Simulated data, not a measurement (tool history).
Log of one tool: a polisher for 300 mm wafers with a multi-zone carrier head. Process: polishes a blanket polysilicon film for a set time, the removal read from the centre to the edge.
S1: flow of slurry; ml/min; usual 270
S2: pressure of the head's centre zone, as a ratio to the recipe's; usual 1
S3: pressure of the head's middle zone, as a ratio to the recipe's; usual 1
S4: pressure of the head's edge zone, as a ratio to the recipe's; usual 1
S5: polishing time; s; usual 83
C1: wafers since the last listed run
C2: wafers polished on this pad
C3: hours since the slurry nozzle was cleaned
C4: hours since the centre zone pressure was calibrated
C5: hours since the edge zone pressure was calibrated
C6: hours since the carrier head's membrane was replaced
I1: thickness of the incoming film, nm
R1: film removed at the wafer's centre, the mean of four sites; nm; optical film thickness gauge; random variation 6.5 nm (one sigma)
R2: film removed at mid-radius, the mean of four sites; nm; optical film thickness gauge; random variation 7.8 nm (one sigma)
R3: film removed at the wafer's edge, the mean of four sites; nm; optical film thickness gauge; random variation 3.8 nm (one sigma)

Run 1, hour 0: usual settings; C1 0; C2 1617; C3 129.5; C4 477.1; C5 200.9; C6 609; I1 2298.5. Result: R1 587.2 nm, R2 591.6 nm, R3 589.1 nm.
At hour 32.1: carrier head's membrane replaced by a new one.
Run 2, hour 43.8: usual settings but S3 0.94; C1 255; C2 1873; C3 173.3; C4 520.9; C5 244.7; C6 11.7; I1 2347. Result: R1 575.5 nm, R2 555.7 nm, R3 589.5 nm.
Run 3, hour 144.6: usual settings but S3 0.94; C1 663; C2 2537; C3 274.1; C4 621.7; C5 345.5; C6 112.5; I1 2378.4. Result: R1 575.3 nm, R2 554.2 nm, R3 585.1 nm.
Run 4, hour 219: usual settings; C1 489; C2 3027; C3 348.5; C4 696.1; C5 419.9; C6 186.9; I1 2312.8. Result: R1 581.8 nm, R2 589.4 nm, R3 581.2 nm.
At hour 385.2: worn pad replaced by a new one.
Run 5, hour 385.7: usual settings but S1 205 ml/min, S3 1.1; C1 1071; C2 3; C3 515.2; C4 862.8; C5 586.6; C6 353.6; I1 2323.6. Result: R1 545.3 nm, R2 620.6 nm, R3 568.7 nm.
Run 6, hour 444.5: usual settings but S2 0.92; C1 387; C2 390; C3 574; C4 921.6; C5 645.4; C6 412.4; I1 2362.4. Result: R1 524.3 nm, R2 591.8 nm, R3 591.9 nm.
At hour 447.8: centre zone pressure recalibrated.
Run 7, hour 489.1: usual settings; C1 280; C2 670; C3 618.6; C4 41.3; C5 690; C6 457; I1 2353.5. Result: R1 593.9 nm, R2 584.4 nm, R3 587.5 nm.
At hour 590: slurry nozzle cleaned.
Run 8, hour 594.7: usual settings but S3 0.92, S5 109 s; C1 688; C2 1359; C3 4.7; C4 146.9; C5 795.6; C6 562.6; I1 2346.4. Result: R1 785.3 nm, R2 712.7 nm, R3 763.1 nm.
Run 9, hour 693.6: usual settings but S2 0.93, S4 0.94, S5 93 s; C1 651; C2 2010; C3 103.6; C4 245.8; C5 894.5; C6 661.5; I1 2346.1. Result: R1 616.1 nm, R2 669.9 nm, R3 637.8 nm.
Run 10, hour 765.6: usual settings but S3 1.04, S5 103 s; C1 474; C2 2485; C3 175.6; C4 317.8; C5 966.5; C6 733.5; I1 2304.5. Result: R1 741.4 nm, R2 743.6 nm, R3 725.7 nm.
At hour 785.2: carrier head's membrane replaced by a new one.
Run 11, hour 827.1: usual settings but S2 0.96, S5 66 s; C1 372; C2 2857; C3 237.1; C4 379.3; C5 1028; C6 41.9; I1 2380.5. Result: R1 443.1 nm, R2 467.1 nm, R3 470 nm.
Run 12, hour 926.5: usual settings but S1 350 ml/min, S2 1.05, S3 0.89, S4 0.96; C1 654; C2 3511; C3 336.5; C4 478.7; C5 1127.4; C6 141.3; I1 2296.5. Result: R1 625.5 nm, R2 551.4 nm, R3 590.4 nm.
Run 13, hour 980.8: usual settings but S3 1.1; C1 357; C2 3869; C3 390.8; C4 533; C5 1181.7; C6 195.6; I1 2333.3. Result: R1 572 nm, R2 653 nm, R3 588 nm.
Run 14, hour 1049.6: usual settings; C1 453; C2 4322; C3 459.6; C4 601.8; C5 1250.5; C6 264.4; I1 2340. Result: R1 579.2 nm, R2 605.6 nm, R3 582.7 nm.
At hour 1065.8: worn pad replaced by a new one.
Run 15, hour 1122.8: usual settings but S3 0.91, S4 0.93, S5 90 s; C1 455; C2 375; C3 532.8; C4 675; C5 1323.7; C6 337.6; I1 2342.8. Result: R1 617.1 nm, R2 582.9 nm, R3 615.8 nm.
Run 16, hour 1228.7: usual settings but S5 110 s; C1 697; C2 1072; C3 638.7; C4 780.9; C5 1429.6; C6 443.5; I1 2392.5. Result: R1 743.7 nm, R2 797.8 nm, R3 783.5 nm.
At hour 1246.5: centre zone pressure recalibrated.
At hour 1282.4: edge zone pressure recalibrated.
At hour 1290: slurry nozzle cleaned.
At hour 1535.8: carrier head's membrane replaced by a new one.
Run 17, hour 1536.3: usual settings but S1 335 ml/min; C1 1959; C2 3032; C3 246.3; C4 289.8; C5 253.9; C6 0.5; I1 2350.1. Result: R1 608.7 nm, R2 594.8 nm, R3 595.2 nm.
Run 18, hour 1634.2: usual settings but S1 305 ml/min, S2 1.06, S3 1.05, S5 94 s; C1 644; C2 3677; C3 344.2; C4 387.7; C5 351.8; C6 98.4; I1 2368.5. Result: R1 713.5 nm, R2 678.3 nm, R3 661.7 nm.
Run 19, hour 1737: usual settings but S1 245 ml/min, S2 1.07, S4 1.08; C1 676; C2 4354; C3 447; C4 490.5; C5 454.6; C6 201.2; I1 2335.6. Result: R1 621.9 nm, R2 588.7 nm, R3 605.4 nm.
At hour 1775.2: worn pad replaced by a new one.
Run 20, hour 1810.5: usual settings; C1 457; C2 232; C3 520.5; C4 564; C5 528.1; C6 274.7; I1 2334.9. Result: R1 595.2 nm, R2 585.9 nm, R3 588.9 nm.
Run 21, hour 1849.5: usual settings but S2 1.04, S3 0.91; C1 256; C2 489; C3 559.5; C4 603; C5 567.1; C6 313.7; I1 2317.3. Result: R1 603.8 nm, R2 534.2 nm, R3 589.7 nm.
At hour 1917.8: slurry nozzle cleaned.
Run 22, hour 1947.5: usual settings but S3 0.92, S5 109 s; C1 638; C2 1128; C3 29.7; C4 701; C5 665.1; C6 411.7; I1 2347.4. Result: R1 758.7 nm, R2 731.6 nm, R3 779.2 nm.
Run 23, hour 2019.2: usual settings but S1 330 ml/min, S2 1.06; C1 472; C2 1600; C3 101.4; C4 772.7; C5 736.8; C6 483.4; I1 2326.3. Result: R1 611.3 nm, R2 598.9 nm, R3 596 nm.

What the log doesn't show, run by run:
removal rate lost through wear of the pad, %: 0 in every run
slurry flow missing at the pad, %: 0 in every run
deviation of the edge zone's pressure from its setpoint, %: 0 in every run
H1: deviation of the centre zone's pressure from its setpoint, %
run     H1
  1     -4
  2  -4.34
  3   -5.1
  4  -5.66
  5  -6.93
  6  -7.37
  7  -1.96
  8  -2.76
  9  -3.51
 10  -4.05
 11  -4.52
 12  -5.27
 13  -5.68
 14   -6.2
 15  -6.76
 16  -7.56
 17  -2.77
 18  -3.51
 19  -4.29
 20  -4.85
 21  -5.14
 22  -5.89
 23  -6.43

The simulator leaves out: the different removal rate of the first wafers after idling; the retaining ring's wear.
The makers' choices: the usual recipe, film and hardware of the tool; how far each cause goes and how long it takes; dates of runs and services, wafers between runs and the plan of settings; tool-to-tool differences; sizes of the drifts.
